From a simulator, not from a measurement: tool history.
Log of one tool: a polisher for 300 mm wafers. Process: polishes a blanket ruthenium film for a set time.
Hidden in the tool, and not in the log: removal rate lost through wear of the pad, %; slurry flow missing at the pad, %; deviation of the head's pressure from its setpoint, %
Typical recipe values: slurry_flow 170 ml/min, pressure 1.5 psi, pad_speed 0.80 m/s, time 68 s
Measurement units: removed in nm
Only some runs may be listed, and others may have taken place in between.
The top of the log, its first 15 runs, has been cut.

run	day	slurry_flow	pressure	pad_speed	time	wafers since the last listed run	wafers polished on this pad	hours since the slurry nozzle was cleaned	hours since the head pressure was calibrated	incoming thickness of the incoming film, nm	removed
16	8.162	170	1.1	0.80	68	98	637	287.0	1118.9	331.7	30.3
17	8.904	170	1.8	0.80	89	203	840	304.8	1136.7	327.6	58.4
18	9.375	115	1.5	0.62	68	129	969	316.1	1148.0	323.9	28.9
19	9.975	220	2.0	0.80	47	164	1134	330.5	1162.4	330.4	36.0
# day 10.379: worn pad replaced by a new one
20	10.462	115	1.5	0.80	68	87	22	342.2	1174.1	332.0	35.9
21	10.908	170	1.5	0.80	68	122	144	352.9	1184.8	334.7	38.2
# day 11.671: slurry nozzle cleaned
22	11.692	225	1.2	0.80	68	203	347	0.5	1203.6	330.1	33.7
23	13.796	170	1.5	0.80	68	576	924	51.0	1254.1	331.6	37.9
# day 14.617: worn pad replaced by a new one
24	14.800	225	1.9	0.68	68	229	49	75.1	1278.2	333.1	41.5
25	15.471	170	1.5	0.80	68	183	233	91.2	1294.3	329.7	38.4
26	15.746	170	1.5	0.80	54	75	308	97.8	1300.9	328.1	30.3
27	16.408	195	1.5	0.96	68	181	490	113.7	1316.8	331.0	45.3
# day 16.592: head pressure recalibrated
28	16.712	170	1.5	0.80	54	60	550	121.0	2.9	322.9	33.9
29	17.446	170	1.5	0.80	68	200	751	138.6	20.5	327.5	42.6
30	18.696	170	1.5	0.80	68	342	1094	168.6	50.5	331.5	41.4
# day 19.283: worn pad replaced by a new one
31	19.304	170	1.9	0.94	68	121	5	183.2	65.1	330.3	58.8
32	19.554	170	1.5	0.80	68	68	74	189.2	71.1	326.2	42.2
33	19.846	170	1.9	0.80	68	79	153	196.2	78.1	334.6	50.7
34	20.492	220	1.8	0.80	44	176	330	211.7	93.6	333.7	32.4
35	21.162	110	1.1	0.92	48	183	514	227.8	109.7	329.0	23.6
36	21.721	170	1.5	0.80	52	152	667	241.2	123.1	324.9	32.6
37	22.071	170	1.5	0.94	68	95	763	249.6	131.5	333.2	48.1

Each row is a separate what-if for the run after 37, all from the same tool condition, not one after another. Results?
A	22.088	230	1.5	0.80	68	4	768	250.0	131.9	333.5	?
B	22.088	225	1.3	0.88	52	4	768	250.0	131.9	333.5	?
C	22.088	170	1.8	0.80	68	4	768	250.0	131.9	333.5	?
D	22.088	120	1.5	1.06	68	4	768	250.0	131.9	333.5	?

run	removed
A	43.3
B	31.9
C	48.2
D	48.6
Take away the tool's hidden state, keep each run's random variation, and the runs would have read:
run	removed
A	43.7
B	32.1
C	48.5
D	48.9
